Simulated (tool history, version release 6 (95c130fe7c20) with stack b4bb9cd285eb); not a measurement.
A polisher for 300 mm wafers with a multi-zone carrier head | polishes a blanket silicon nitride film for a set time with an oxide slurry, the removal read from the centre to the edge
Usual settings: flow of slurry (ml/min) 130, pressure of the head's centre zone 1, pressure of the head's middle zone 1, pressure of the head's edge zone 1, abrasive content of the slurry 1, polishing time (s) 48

run	day	flow of slurry (ml/min)	pressure of the head's centre zone	pressure of the head's middle zone	pressure of the head's edge zone	abrasive content of the slurry	polishing time (s)	wafers since the last listed run	wafers polished on this pad	hours since the slurry nozzle was cleaned	hours since the centre zone pressure was calibrated	hours since the edge zone pressure was calibrated	hours since the carrier head's membrane was replaced	incoming thickness of the incoming film, nm	film removed at the wafer's centre (Å)	film removed at mid-radius (Å)	film removed at the wafer's edge (Å)
1	0	130	1	1	1	1	48	0	721	109.8	272.4	781.2	1195.3	281.9	156	164	160
2	0.712	130	1	1	1	1	48	173	895	126.9	289.5	798.3	1212.4	278.8	159	156	161
3	1.817	130	1	1	1	1	48	269	1164	153.4	316	824.8	1238.9	280.2	155	154	163
4	2.804	130	1	1	1	1	48	240	1405	177.1	339.7	848.5	1262.6	280	152	158	157
# day 3.104: worn pad replaced by a new one
5	4.242	130	1	1	1	1	48	310	277	211.6	374.2	883	1297.1	284.8	152	157	162
6	4.779	130	1	1	1	1	48	131	408	224.5	387.1	895.9	1310	278.5	152	160	159
7	5.838	130	1	1	1	1	48	258	667	249.9	412.5	921.3	1335.4	282.6	152	160	159
# day 6.279: slurry nozzle cleaned
8	6.725	130	1	1	1	1	48	206	873	10.7	433.8	942.6	1356.7	279.4	167	170	168
9	8.117	130	1	1	1	1	48	339	1212	44.1	467.2	976	1390.1	282.2	161	162	165
# day 8.329: worn pad replaced by a new one
# day 8.908: centre zone pressure recalibrated
10	9.462	130	1	1	1	1	48	267	256	76.4	13.3	1008.3	1422.4	279.4	157	158	161
# day 10.792: edge zone pressure recalibrated
# day 10.904: carrier head's membrane replaced by a new one
11	13.183	130	1	1	1	1	48	859	1115	165.7	102.6	57.4	54.7	282.9	149	155	159
# day 13.483: worn pad replaced by a new one
# day 14.392: slurry nozzle cleaned
12	14.533	130	1	1	1	1	48	278	245	3.4	135	89.8	87.1	277.6	168	168	169
13	15.275	95	1	1.05	1	1	48	180	426	21.2	152.8	107.6	104.9	283.7	154	170	162
14	16.25	130	0.94	1.06	1	1	59	237	664	44.6	176.2	131	128.3	284	186	208	200
15	17.288	130	1.08	1	1	1	48	253	917	69.5	201.1	155.9	153.2	279.4	174	160	165
16	18.85	85	1	1.05	1.07	1	60	381	1298	107	238.6	193.4	190.7	280.4	178	188	198
# day 19.838: worn pad replaced by a new one
17	19.962	130	1.04	1	1	1	43	230	30	133.7	265.3	220.1	217.4	279.7	145	148	144
18	20.558	130	1	1	1.06	1	48	145	175	148	279.6	234.4	231.7	278	156	157	168
19	22.029	85	1	1	1	1	48	358	534	183.3	314.9	269.7	267	278.2	138	146	150
20	23.358	130	0.94	1	1	0.8	48	324	858	215.2	346.8	301.6	298.9	279.3	127	137	141
# day 23.904: slurry nozzle cleaned
21	24.279	115	1.03	1.04	1	1	48	214	1073	9	368.9	323.7	321	284.1	170	173	166

4 ways to go on from here, each from the tool as it stands after run 21. What would each give?
A	24.296	130	0.89	1	1	1	48	4	1077	9.4	369.3	324.1	321.4	283.7	?	?	?
B	24.296	115	1	0.94	1	1	33	4	1077	9.4	369.3	324.1	321.4	283.7	?	?	?
C	24.296	170	1.04	1	1	0.75	61	4	1077	9.4	369.3	324.1	321.4	283.7	?	?	?
D	24.296	95	1	1	1	1	48	4	1077	9.4	369.3	324.1	321.4	283.7	?	?	?

run	film removed at the wafer's centre (Å)	film removed at mid-radius (Å)	film removed at the wafer's edge (Å)
A	150	172	169
B	113	110	115
C	198	192	187
D	158	162	163
Without the tool's hidden state the same runs would have given:
run	film removed at the wafer's centre (Å)	film removed at mid-radius (Å)	film removed at the wafer's edge (Å)
A	153	175	171
B	115	112	116
C	201	195	189
D	162	166	165
